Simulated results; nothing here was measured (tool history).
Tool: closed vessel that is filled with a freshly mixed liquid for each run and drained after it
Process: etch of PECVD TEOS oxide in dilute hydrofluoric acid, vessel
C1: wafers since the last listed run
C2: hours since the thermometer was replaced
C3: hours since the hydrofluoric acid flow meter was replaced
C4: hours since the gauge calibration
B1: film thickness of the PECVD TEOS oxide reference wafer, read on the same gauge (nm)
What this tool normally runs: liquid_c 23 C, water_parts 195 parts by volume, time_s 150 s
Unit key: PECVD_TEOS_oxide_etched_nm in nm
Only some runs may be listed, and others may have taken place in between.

Run 1, hour 0: usual settings but liquid_c 25.5 C, water_parts 170 parts by volume; C1 0; C2 2428; C3 1563.6; C4 27.4; B1 90. Result: PECVD_TEOS_oxide_etched_nm 11.16 nm.
Run 2, hour 115.7: usual settings but liquid_c 19.5 C, water_parts 125 parts by volume; C1 14911; C2 2543.7; C3 1679.3; C4 143.1; B1 90.03. Result: PECVD_TEOS_oxide_etched_nm 12.7 nm.
Run 3, hour 245.7: usual settings; C1 16754; C2 2673.7; C3 1809.3; C4 273.1; B1 90.01. Result: PECVD_TEOS_oxide_etched_nm 8.45 nm.
Run 4, hour 343: usual settings; C1 12539; C2 2771; C3 1906.6; C4 370.4; B1 89.97. Result: PECVD_TEOS_oxide_etched_nm 8.47 nm.
Run 5, hour 446.4: usual settings but liquid_c 26.5 C; C1 13326; C2 2874.4; C3 2010; C4 473.8; B1 90.01. Result: PECVD_TEOS_oxide_etched_nm 9.68 nm.
At hour 477.4: hydrofluoric acid flow meter replaced.
Run 6, hour 493.8: usual settings but time_s 175 s; C1 5980; C2 2921.8; C3 16.4; C4 521.2; B1 90.01. Result: PECVD_TEOS_oxide_etched_nm 9.52 nm.
Run 7, hour 552.7: usual settings but time_s 175 s; C1 7591; C2 2980.7; C3 75.3; C4 580.1; B1 90. Result: PECVD_TEOS_oxide_etched_nm 9.62 nm.
Run 8, hour 593.5: usual settings; C1 5258; C2 3021.5; C3 116.1; C4 620.9; B1 89.99. Result: PECVD_TEOS_oxide_etched_nm 8.16 nm.
Run 9, hour 733.7: usual settings; C1 18068; C2 3161.7; C3 256.3; C4 761.1; B1 90. Result: PECVD_TEOS_oxide_etched_nm 8.21 nm.
At hour 749.9: thermometer replaced.
Run 10, hour 820.5: usual settings; C1 11057; C2 70.6; C3 343.1; C4 847.9; B1 89.96. Result: PECVD_TEOS_oxide_etched_nm 8.27 nm.
Run 11, hour 913: usual settings but liquid_c 18.5 C, water_parts 285 parts by volume; C1 11921; C2 163.1; C3 435.6; C4 940.4; B1 90.05. Result: PECVD_TEOS_oxide_etched_nm 4.32 nm.
Run 12, hour 996.5: usual settings but liquid_c 20.5 C, water_parts 245 parts by volume, time_s 105 s; C1 10761; C2 246.6; C3 519.1; C4 1023.9; B1 90. Result: PECVD_TEOS_oxide_etched_nm 3.92 nm.
At hour 1078: hydrofluoric acid flow meter replaced, repeated, since the last time left the tool worse.
Run 13, hour 1101.8: usual settings but liquid_c 18 C, water_parts 105 parts by volume, time_s 75 s; C1 13442; C2 351.9; C3 23.8; C4 1129.2; B1 89.96. Result: PECVD_TEOS_oxide_etched_nm 7.48 nm.
Run 14, hour 1138.2: usual settings but liquid_c 18 C, water_parts 220 parts by volume, time_s 110 s; C1 4691; C2 388.3; C3 60.2; C4 1165.6; B1 90.01. Result: PECVD_TEOS_oxide_etched_nm 4.72 nm.
Run 15, hour 1203.3: usual settings but liquid_c 18.5 C, water_parts 285 parts by volume, time_s 185 s; C1 8390; C2 453.4; C3 125.3; C4 1230.7; B1 90. Result: PECVD_TEOS_oxide_etched_nm 5.84 nm.
Run 16, hour 1246.5: usual settings; C1 5567; C2 496.6; C3 168.5; C4 1273.9; B1 90. Result: PECVD_TEOS_oxide_etched_nm 8.92 nm.
Run 17, hour 1349.5: usual settings but liquid_c 19 C, time_s 205 s; C1 13274; C2 599.6; C3 271.5; C4 1376.9; B1 90.03. Result: PECVD_TEOS_oxide_etched_nm 10.48 nm.
Run 18, hour 1436.2: usual settings but liquid_c 19 C, water_parts 100 parts by volume, time_s 200 s; C1 11173; C2 686.3; C3 358.2; C4 1463.6; B1 90.02. Result: PECVD_TEOS_oxide_etched_nm 21.7 nm.
Run 19, hour 1513.2: usual settings but liquid_c 27.5 C, water_parts 150 parts by volume, time_s 200 s; C1 9923; C2 763.3; C3 435.2; C4 1540.6; B1 89.96. Result: PECVD_TEOS_oxide_etched_nm 19.32 nm.
At hour 1560.2: gauge calibrated.
Run 20, hour 1611.7: usual settings; C1 12694; C2 861.8; C3 533.7; C4 51.5; B1 90.04. Result: PECVD_TEOS_oxide_etched_nm 8.91 nm.
Run 21, hour 1657.2: usual settings; C1 5864; C2 907.3; C3 579.2; C4 97; B1 90. Result: PECVD_TEOS_oxide_etched_nm 8.89 nm.
Run 22, hour 1781.9: usual settings but water_parts 295 parts by volume, time_s 105 s; C1 16071; C2 1032; C3 703.9; C4 221.7; B1 90.02. Result: PECVD_TEOS_oxide_etched_nm 3.69 nm.
Run 23, hour 1867: usual settings but liquid_c 19 C, time_s 205 s; C1 10967; C2 1117.1; C3 789; C4 306.8; B1 90.01. Result: PECVD_TEOS_oxide_etched_nm 10.31 nm.
Run 24, hour 1927.6: usual settings but liquid_c 26 C, water_parts 95 parts by volume, time_s 240 s; C1 7810; C2 1177.7; C3 849.6; C4 367.4; B1 89.99. Result: PECVD_TEOS_oxide_etched_nm 36.88 nm.
Run 25, hour 1984.2: usual settings but liquid_c 20.5 C, water_parts 285 parts by volume, time_s 90 s; C1 7294; C2 1234.3; C3 906.2; C4 424; B1 90.01. Result: PECVD_TEOS_oxide_etched_nm 3.02 nm.
Run 26, hour 2074.9: usual settings; C1 11689; C2 1325; C3 996.9; C4 514.7; B1 90. Result: PECVD_TEOS_oxide_etched_nm 8.82 nm.
Run 27, hour 2126.7: usual settings but time_s 65 s; C1 6675; C2 1376.8; C3 1048.7; C4 566.5; B1 90.03. Result: PECVD_TEOS_oxide_etched_nm 3.78 nm.
Run 28, hour 2211.4: usual settings but liquid_c 26 C; C1 10916; C2 1461.5; C3 1133.4; C4 651.2; B1 90. Result: PECVD_TEOS_oxide_etched_nm 9.86 nm.
Run 29, hour 2270.5: usual settings but liquid_c 21 C, water_parts 225 parts by volume, time_s 175 s; C1 7616; C2 1520.6; C3 1192.5; C4 710.3; B1 90.01. Result: PECVD_TEOS_oxide_etched_nm 7.95 nm.
Run 30, hour 2334: usual settings; C1 8183; C2 1584.1; C3 1256; C4 773.8; B1 90.04. Result: PECVD_TEOS_oxide_etched_nm 8.71 nm.
Run 31, hour 2391.6: usual settings; C1 7423; C2 1641.7; C3 1313.6; C4 831.4; B1 89.98. Result: PECVD_TEOS_oxide_etched_nm 8.69 nm.
Run 32, hour 2474.9: usual settings but water_parts 245 parts by volume; C1 10735; C2 1725; C3 1396.9; C4 914.7; B1 90.02. Result: PECVD_TEOS_oxide_etched_nm 6.54 nm.

Alternative continuations, all from the tool just after run 32; predict every row:
Run A, hour 2475.6: usual settings; C1 90; C2 1725.7; C3 1397.6; C4 915.4; B1 ?. Result: PECVD_TEOS_oxide_etched_nm ?.
Run B, hour 2475.6: usual settings but liquid_c 27.5 C, water_parts 165 parts by volume, time_s 105 s; C1 90; C2 1725.7; C3 1397.6; C4 915.4; B1 ?. Result: PECVD_TEOS_oxide_etched_nm ?.
Run C, hour 2475.6: usual settings but liquid_c 21 C, time_s 235 s; C1 90; C2 1725.7; C3 1397.6; C4 915.4; B1 ?. Result: PECVD_TEOS_oxide_etched_nm ?.
Run D, hour 2475.6: usual settings but liquid_c 27 C, water_parts 240 parts by volume, time_s 190 s; C1 90; C2 1725.7; C3 1397.6; C4 915.4; B1 ?. Result: PECVD_TEOS_oxide_etched_nm ?.
Run E, hour 2475.6: usual settings but liquid_c 19 C; C1 90; C2 1725.7; C3 1397.6; C4 915.4; B1 ?. Result: PECVD_TEOS_oxide_etched_nm ?.

run     B1  PECVD_TEOS_oxide_etched_nm
  A  89.99                        8.66
  B  89.99                        8.76
  C  89.99                       12.58
  D  89.99                         9.8
  E  89.99                        7.43
With no hidden state in the tool, these same runs would have given:
run  PECVD_TEOS_oxide_etched_nm
  A                        8.94
  B                        9.04
  C                       12.98
  D                       10.13
  E                        7.67
